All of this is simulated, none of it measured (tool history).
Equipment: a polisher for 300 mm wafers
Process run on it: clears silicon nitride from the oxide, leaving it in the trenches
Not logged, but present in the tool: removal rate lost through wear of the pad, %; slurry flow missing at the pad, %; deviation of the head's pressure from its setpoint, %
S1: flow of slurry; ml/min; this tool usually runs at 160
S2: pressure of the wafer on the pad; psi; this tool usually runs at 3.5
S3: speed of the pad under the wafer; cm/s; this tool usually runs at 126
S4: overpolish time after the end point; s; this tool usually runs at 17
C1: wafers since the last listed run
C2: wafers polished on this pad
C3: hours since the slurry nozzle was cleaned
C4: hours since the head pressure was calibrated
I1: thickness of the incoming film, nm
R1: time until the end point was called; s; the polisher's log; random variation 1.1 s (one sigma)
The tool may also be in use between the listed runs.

run    hour   S1   S2   S3  S4    C1    C2     C3      C4     I1     R1
  1     0.0  160  3.5  126  17     0  1454  392.2   224.5  130.8   91.4
  2    64.5  160  3.5  126  17   615  2070  456.7   289.0  128.6   94.3
  3   130.7  160  3.5  126  17   631  2701  522.9   355.2  130.7   98.9
      186.3  -- worn pad replaced by a new one
  4   215.8  160  3.1  126  17   773   281  608.0   440.3  129.4  101.0
  5   261.1  160  3.5  126  17   432   714  653.3   485.6  129.0   90.8
  6   340.1  160  3.5  126  17   753  1468  732.3   564.6  129.6   97.0
      345.7  -- slurry nozzle cleaned
  7   413.4  160  3.5  126  17   689  2158   67.7   637.9  128.2   91.7
  8   452.6  160  3.5  136  17   374  2532  106.9   677.1  129.5   87.5
      505.2  -- worn pad replaced by a new one
  9   539.4  160  3.5  136  17   790   326  193.7   763.9  131.6   81.0
 10   731.0  160  3.5  114  17  1828  2154  385.3   955.5  128.5  101.5
      830.5  -- worn pad replaced by a new one
 11   837.8  160  3.5  126  17   980    69  492.1  1062.3  131.0   86.8
 12   929.6  160  4.6  126  17   876   945  583.9  1154.1  130.8   71.0
 13  1003.9  160  3.5  126  11   709  1654  658.2  1228.4  130.0   94.6
     1029.0  -- slurry nozzle cleaned
 14  1046.4  145  3.5  126   9   396  2050   17.4  1270.9  129.7   94.2
 15  1125.5  160  3.5   84   8   754  2805   96.5  1350.0  130.6  138.3
     1141.2  -- head pressure recalibrated
 16  1168.6  160  3.5  126  23   392  3197  139.6    27.4  132.9   99.0
     1178.8  -- worn pad replaced by a new one
 17  1223.4  160  4.4  112  20   484   425  194.4    82.2  131.3   77.6
 18  1269.6  160  3.5  164  17   440   866  240.6   128.4  130.7   69.2
 19  1342.2  130  4.0  126  17   692  1559  313.2   201.0  128.9   83.1
 20  1428.5  145  3.5  164  24   823  2383  399.5   287.3  129.0   73.6
 21  1486.7  160  3.5  126  17   555  2938  457.7   345.5  129.0   99.7
     1529.2  -- worn pad replaced by a new one
 22  1534.9  160  3.5  126  17   421    54  505.9   393.7  129.7   88.1

Subtracting, for every run, the result it would have given without the tool's unlogged condition from the measured result gives the following. The same run-to-run variation enters both numbers; the gauge's scatter may not:
run     R1
  1   +8.3
  2  +11.6
  3  +15.4
  4   +7.4
  5   +9.1
  6  +14.6
  7   +9.4
  8  +10.4
  9   +2.1
 10  +11.4
 11   +3.6
 12   +6.5
 13  +12.8
 14   +9.2
 15  +17.8
 16  +14.5
 17   +2.7
 18   +3.8
 19   +7.7
 20   +9.7
 21  +15.7
 22   +4.4

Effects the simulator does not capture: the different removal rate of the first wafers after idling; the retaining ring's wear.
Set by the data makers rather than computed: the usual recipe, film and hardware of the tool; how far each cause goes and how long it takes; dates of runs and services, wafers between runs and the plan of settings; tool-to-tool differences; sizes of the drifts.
